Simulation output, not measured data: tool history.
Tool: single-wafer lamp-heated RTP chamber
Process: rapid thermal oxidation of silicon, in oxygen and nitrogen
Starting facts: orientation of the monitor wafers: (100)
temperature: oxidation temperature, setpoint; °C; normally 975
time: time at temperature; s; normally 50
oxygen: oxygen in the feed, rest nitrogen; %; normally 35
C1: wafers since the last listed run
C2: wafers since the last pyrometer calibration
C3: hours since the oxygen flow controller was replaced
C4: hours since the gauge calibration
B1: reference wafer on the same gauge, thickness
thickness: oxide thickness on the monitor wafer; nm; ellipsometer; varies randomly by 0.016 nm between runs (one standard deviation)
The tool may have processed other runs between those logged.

run 1 day=0 | temperature=975 time=50 oxygen=35 | C1=0 C2=567 C3=5872.3 C4=218.1 | B1=4.051 | thickness=3.726
run 2 day=0.542 | temperature=975 time=50 oxygen=35 | C1=110 C2=678 C3=5885.3 C4=231.1 | B1=4.048 | thickness=3.736
run 3 day=1.121 | temperature=975 time=50 oxygen=35 | C1=118 C2=796 C3=5899.2 C4=245 | B1=4.049 | thickness=3.775
run 4 day=1.533 | temperature=975 time=38 oxygen=35 | C1=84 C2=881 C3=5909.1 C4=254.9 | B1=4.052 | thickness=3.422
run 5 day=2.204 | temperature=975 time=57 oxygen=35 | C1=137 C2=1018 C3=5925.2 C4=271 | B1=4.051 | thickness=3.927
run 6 day=2.517 | temperature=975 time=57 oxygen=35 | C1=63 C2=1082 C3=5932.7 C4=278.5 | B1=4.05 | thickness=3.953
run 7 day=2.908 | temperature=955 time=50 oxygen=28 | C1=80 C2=1162 C3=5942.1 C4=287.9 | B1=4.049 | thickness=3.261
-- day=3.138 gauge calibrated
run 8 day=3.246 | temperature=975 time=50 oxygen=17 | C1=69 C2=1231 C3=5950.2 C4=2.6 | B1=4.05 | thickness=3.218
run 9 day=3.683 | temperature=975 time=50 oxygen=17 | C1=89 C2=1321 C3=5960.7 C4=13.1 | B1=4.051 | thickness=3.216
run 10 day=3.979 | temperature=975 time=50 oxygen=35 | C1=60 C2=1381 C3=5967.8 C4=20.2 | B1=4.052 | thickness=3.786
run 11 day=4.592 | temperature=975 time=50 oxygen=35 | C1=125 C2=1507 C3=5982.5 C4=34.9 | B1=4.049 | thickness=3.803
-- day=5.288 pyrometer window cleaned and pyrometer calibrated
run 12 day=5.308 | temperature=975 time=50 oxygen=35 | C1=78 C2=4 C3=5999.7 C4=52.1 | B1=4.051 | thickness=3.72
run 13 day=5.471 | temperature=975 time=50 oxygen=35 | C1=33 C2=37 C3=6003.6 C4=56 | B1=4.053 | thickness=3.712
run 14 day=5.725 | temperature=975 time=50 oxygen=35 | C1=52 C2=89 C3=6009.7 C4=62.1 | B1=4.053 | thickness=3.724
run 15 day=6.204 | temperature=975 time=50 oxygen=35 | C1=98 C2=187 C3=6021.2 C4=73.6 | B1=4.05 | thickness=3.758
run 16 day=6.629 | temperature=975 time=50 oxygen=35 | C1=86 C2=274 C3=6031.4 C4=83.8 | B1=4.046 | thickness=3.729
run 17 day=7.238 | temperature=975 time=50 oxygen=35 | C1=124 C2=399 C3=6046 C4=98.4 | B1=4.054 | thickness=3.706
run 18 day=7.792 | temperature=975 time=50 oxygen=55 | C1=113 C2=512 C3=6059.3 C4=111.7 | B1=4.048 | thickness=4.222
run 19 day=8.112 | temperature=975 time=68 oxygen=35 | C1=65 C2=578 C3=6067 C4=119.4 | B1=4.048 | thickness=4.195
run 20 day=9.525 | temperature=988 time=50 oxygen=35 | C1=289 C2=867 C3=6100.9 C4=153.3 | B1=4.051 | thickness=4.05
run 21 day=10.062 | temperature=983 time=27 oxygen=65 | C1=109 C2=977 C3=6113.8 C4=166.2 | B1=4.051 | thickness=3.78
run 22 day=10.738 | temperature=975 time=50 oxygen=35 | C1=138 C2=1115 C3=6130 C4=182.4 | B1=4.052 | thickness=3.761
run 23 day=10.996 | temperature=975 time=38 oxygen=35 | C1=52 C2=1168 C3=6136.2 C4=188.6 | B1=4.051 | thickness=3.435
-- day=11.6 oxygen flow controller replaced
-- day=11.908 pyrometer window cleaned and pyrometer calibrated
run 24 day=11.929 | temperature=975 time=39 oxygen=60 | C1=60 C2=4 C3=7.9 C4=211 | B1=4.054 | thickness=3.909
run 25 day=11.942 | temperature=990 time=26 oxygen=60 | C1=2 C2=7 C3=8.2 C4=211.3 | B1=4.047 | thickness=3.729
run 26 day=12.183 | temperature=990 time=29 oxygen=58 | C1=49 C2=56 C3=14 C4=217.1 | B1=4.048 | thickness=3.835
run 27 day=12.792 | temperature=960 time=26 oxygen=47 | C1=124 C2=181 C3=28.6 C4=231.7 | B1=4.047 | thickness=3.025
run 28 day=13.538 | temperature=975 time=68 oxygen=35 | C1=152 C2=333 C3=46.5 C4=249.6 | B1=4.051 | thickness=4.204
run 29 day=14.242 | temperature=994 time=73 oxygen=26 | C1=144 C2=477 C3=63.4 C4=266.5 | B1=4.05 | thickness=4.452
run 30 day=14.721 | temperature=983 time=27 oxygen=65 | C1=98 C2=575 C3=74.9 C4=278 | B1=4.045 | thickness=3.745
-- day=14.821 gauge calibrated
run 31 day=15.117 | temperature=975 time=50 oxygen=35 | C1=80 C2=656 C3=84.4 C4=7.1 | B1=4.047 | thickness=3.794
run 32 day=15.579 | temperature=975 time=50 oxygen=35 | C1=94 C2=751 C3=95.5 C4=18.2 | B1=4.054 | thickness=3.771
run 33 day=15.9 | temperature=1005 time=36 oxygen=17 | C1=65 C2=817 C3=103.2 C4=25.9 | B1=4.052 | thickness=3.313
run 34 day=16.467 | temperature=975 time=50 oxygen=35 | C1=115 C2=933 C3=116.8 C4=39.5 | B1=4.05 | thickness=3.793
-- day=18.317 pyrometer window cleaned and pyrometer calibrated
run 35 day=18.583 | temperature=950 time=50 oxygen=35 | C1=364 C2=54 C3=167.6 C4=90.3 | B1=4.052 | thickness=3.266
run 36 day=18.942 | temperature=975 time=71 oxygen=63 | C1=73 C2=128 C3=176.2 C4=98.9 | B1=4.049 | thickness=5.062
run 37 day=19.404 | temperature=975 time=58 oxygen=43 | C1=94 C2=222 C3=187.3 C4=110 | B1=4.051 | thickness=4.148

Across each entry between runs, compare the hidden state at the last listed run before it with the hidden state at the first listed run after it:
Run 7 -> run 8: gauge calibrated (day 3.138)
  true wafer temperature minus pyrometer reading, K: 2.92 -> 3.08
  measured result minus the result with no hidden state, thickness: +0.041 -> +0.041 nm
Run 11 -> run 12: pyrometer window cleaned and pyrometer calibrated (day 5.288)
  true wafer temperature minus pyrometer reading, K: 3.74 -> 0.0373
  measured result minus the result with no hidden state, thickness: +0.08 -> +0.001 nm
Run 23 -> run 24: oxygen flow controller replaced (day 11.6); pyrometer window cleaned and pyrometer calibrated (day 11.908)
  true wafer temperature minus pyrometer reading, K: 2.82 -> 0.82
  measured result minus the result with no hidden state, thickness: +0.049 -> +0.02 nm
Run 30 -> run 31: gauge calibrated (day 14.821)
  true wafer temperature minus pyrometer reading, K: 2.19 -> 2.38
  measured result minus the result with no hidden state, thickness: +0.048 -> +0.05 nm
Run 34 -> run 35: pyrometer window cleaned and pyrometer calibrated (day 18.317)
  true wafer temperature minus pyrometer reading, K: 3.04 -> 0.525
  measured result minus the result with no hidden state, thickness: +0.064 -> +0.008 nm
